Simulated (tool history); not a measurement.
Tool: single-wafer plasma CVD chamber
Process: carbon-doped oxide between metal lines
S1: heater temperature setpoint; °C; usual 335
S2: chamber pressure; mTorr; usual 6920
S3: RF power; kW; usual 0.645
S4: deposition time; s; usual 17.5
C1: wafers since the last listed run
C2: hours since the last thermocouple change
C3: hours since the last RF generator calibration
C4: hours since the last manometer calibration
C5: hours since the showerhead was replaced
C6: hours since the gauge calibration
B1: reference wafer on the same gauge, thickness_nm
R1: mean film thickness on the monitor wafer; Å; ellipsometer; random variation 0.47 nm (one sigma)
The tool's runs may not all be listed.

run,day,S1,S2,S3,S4,C1,C2,C3,C4,C5,C6,B1,R1
1,0.000,325,6260,0.645,17.5,0,669.2,95.7,1929.6,8513.1,1151.4,119.979,1202.09
# day 1.171: capacitance manometer re-zeroed and calibrated
# day 2.775: showerhead replaced, of another model than before
2,3.529,335,5990,0.645,17.5,1583,753.9,180.4,56.6,18.1,1236.1,120.049,1148.61
3,7.050,335,5990,0.645,17.5,1948,838.4,264.9,141.1,102.6,1320.6,120.100,1141.21
# day 11.004: thermocouple changed; heater temperature recalibrated
4,11.229,335,5990,0.645,17.5,2128,5.4,365.2,241.4,202.9,1420.9,120.029,1145.36
5,13.654,335,6920,0.645,17.5,1341,63.6,423.4,299.6,261.1,1479.1,120.045,1164.73
6,16.767,335,6920,0.645,17.5,1722,138.3,498.1,374.3,335.8,1553.8,120.105,1173.77
7,21.008,335,6920,0.645,17.5,2347,240.1,599.9,476.1,437.6,1655.6,120.012,1170.22
8,23.475,335,6920,0.645,17.5,1364,299.3,659.1,535.3,496.8,1714.8,119.953,1164.55
9,25.188,325,6260,0.645,17.5,947,340.4,700.2,576.4,537.9,1755.9,119.987,1182.93
10,29.642,335,7910,0.645,17.5,2464,447.3,807.1,683.3,644.8,1862.8,119.858,1178.76
11,33.554,326,6300,0.695,14.1,2164,541.2,901.0,777.2,738.7,1956.7,119.980,965.49
12,36.642,335,6920,0.605,18.7,1708,615.3,975.1,851.3,812.8,2030.8,119.979,1194.15
13,39.242,330,6920,0.645,17.5,1438,677.7,1037.5,913.7,875.2,2093.2,120.038,1160.25
# day 40.508: RF generator calibrated
14,43.383,335,6920,0.710,15.8,2107,777.1,69.0,1013.1,974.6,2192.6,120.016,1102.11

Run 15 comes next. What will it give?
15,44.925,335,6920,0.735,17.5,853,814.1,106.0,1050.1,1011.6,2229.6,?,?

B1: 119.890
R1: 1242.11 Å
Without the tool's hidden state the same run would have given R1 1244.63 Å.

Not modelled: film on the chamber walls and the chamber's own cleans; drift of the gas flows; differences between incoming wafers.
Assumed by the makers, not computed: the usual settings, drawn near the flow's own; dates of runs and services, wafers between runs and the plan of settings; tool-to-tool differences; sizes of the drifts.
